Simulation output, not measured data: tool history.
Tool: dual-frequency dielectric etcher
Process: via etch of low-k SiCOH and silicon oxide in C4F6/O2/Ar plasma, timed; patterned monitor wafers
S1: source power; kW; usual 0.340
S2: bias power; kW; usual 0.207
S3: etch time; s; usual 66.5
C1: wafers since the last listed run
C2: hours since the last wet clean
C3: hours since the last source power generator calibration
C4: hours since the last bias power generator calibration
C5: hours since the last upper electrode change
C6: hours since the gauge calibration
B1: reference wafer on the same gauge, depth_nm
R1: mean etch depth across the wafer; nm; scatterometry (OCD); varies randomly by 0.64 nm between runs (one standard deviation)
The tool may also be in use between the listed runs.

run    hour     S1     S2    S3    C1     C2      C3      C4      C5      C6     B1     R1
  1     0.0  0.340  0.207  66.5     0   63.4  1117.6  3545.9  1998.5   507.6  174.9  186.1
  2    51.2  0.340  0.207  66.5   600  114.6  1168.8  3597.1  2049.7   558.8  175.0  186.9
  3   115.1  0.340  0.207  66.5   750  178.5  1232.7  3661.0  2113.6   622.7  174.9  186.3
  4   187.1  0.340  0.207  66.5   845  250.5  1304.7  3733.0  2185.6   694.7  175.0  186.1
  5   246.0  0.340  0.207  66.5   691  309.4  1363.6  3791.9  2244.5   753.6  175.0  187.2
  6   341.0  0.340  0.207  66.5  1115  404.4  1458.6  3886.9  2339.5   848.6  175.0  185.4
  7   422.2  0.340  0.207  66.5   953  485.6  1539.8  3968.1  2420.7   929.8  175.0  186.2
      465.7  -- upper electrode replaced
  8   470.1  0.340  0.207  66.5   280  533.5  1587.7  4016.0     4.4   977.7  175.1  186.6
      529.4  -- wet clean of the chamber
  9   546.5  0.340  0.242  66.5   615   17.1  1664.1  4092.4    80.8  1054.1  174.9  197.0
 10   615.8  0.340  0.207  66.5   813   86.4  1733.4  4161.7   150.1  1123.4  175.0  185.8
 11   681.1  0.290  0.185  66.5   766  151.7  1798.7  4227.0   215.4  1188.7  174.9  167.1
 12   778.1  0.340  0.170  66.5  1138  248.7  1895.7  4324.0   312.4  1285.7  175.0  170.2
 13   832.5  0.340  0.225  66.5   638  303.1  1950.1  4378.4   366.8  1340.1  175.0  191.7
 14   892.2  0.400  0.186  81.5   700  362.8  2009.8  4438.1   426.5  1399.8  175.0  228.4
      971.2  -- gauge calibrated
      971.9  -- bias power generator calibrated
 15   989.4  0.270  0.237  51.5  1093  460.0  2107.0    17.5   523.7    18.2  175.0  144.1
 16  1078.0  0.340  0.207  66.5  1039  548.6  2195.6   106.1   612.3   106.8  175.0  190.0
     1114.7  -- wet clean of the chamber
 17  1148.6  0.290  0.185  66.5   546   33.9  2266.2   176.7   682.9   177.4  175.0  170.4
     1251.6  -- source power generator calibrated
 18  1256.2  0.390  0.221  55.5  1215  141.5     4.6   284.3   790.5   285.0  175.0  170.5
 19  1303.2  0.340  0.207  66.5   551  188.5    51.6   331.3   837.5   332.0  175.0  190.7
 20  1373.7  0.340  0.246  66.5   827  259.0   122.1   401.8   908.0   402.5  175.0  204.1
 21  1457.6  0.400  0.230  66.5   984  342.9   206.0   485.7   991.9   486.4  175.0  209.6
 22  1500.1  0.290  0.233  55.5   498  385.4   248.5   528.2  1034.4   528.9  175.0  158.2
     1569.6  -- wet clean of the chamber
 23  1582.6  0.340  0.207  66.5   686   13.0   331.0   610.7  1116.9   611.4  174.9  189.3
 24  1661.2  0.340  0.207  66.5   922   91.6   409.6   689.3  1195.5   690.0  175.0  189.0
 25  1748.9  0.370  0.193  78.0  1029  179.3   497.3   777.0  1283.2   777.7  175.0  222.3
 26  1827.3  0.290  0.207  66.5   920  257.7   575.7   855.4  1361.6   856.1  174.9  179.9
 27  1885.2  0.340  0.229  52.0   679  315.6   633.6   913.3  1419.5   914.0  175.1  154.8
 28  1950.5  0.340  0.221  66.5   766  380.9   698.9   978.6  1484.8   979.3  175.0  194.4
 29  2089.9  0.310  0.156  66.5  1636  520.3   838.3  1118.0  1624.2  1118.7  174.9  161.9

4 options for the next run, each taken on its own from the tool as it stands now. Forecast them:
  A  2090.3  0.340  0.168  66.5   4  520.7  838.7  1118.4  1624.6  1119.1   ?   ?
  B  2090.3  0.310  0.193  78.5   4  520.7  838.7  1118.4  1624.6  1119.1   ?   ?
  C  2090.3  0.360  0.246  53.5   4  520.7  838.7  1118.4  1624.6  1119.1   ?   ?
  D  2090.3  0.270  0.207  74.5   4  520.7  838.7  1118.4  1624.6  1119.1   ?   ?

run     B1     R1
  A  175.0  172.5
  B  175.0  210.0
  C  175.0  167.1
  D  175.0  196.5
The same runs, with their run-to-run variation unchanged, on a tool lacking any hidden condition would have given:
run     R1
  A  172.3
  B  209.7
  C  166.8
  D  196.3
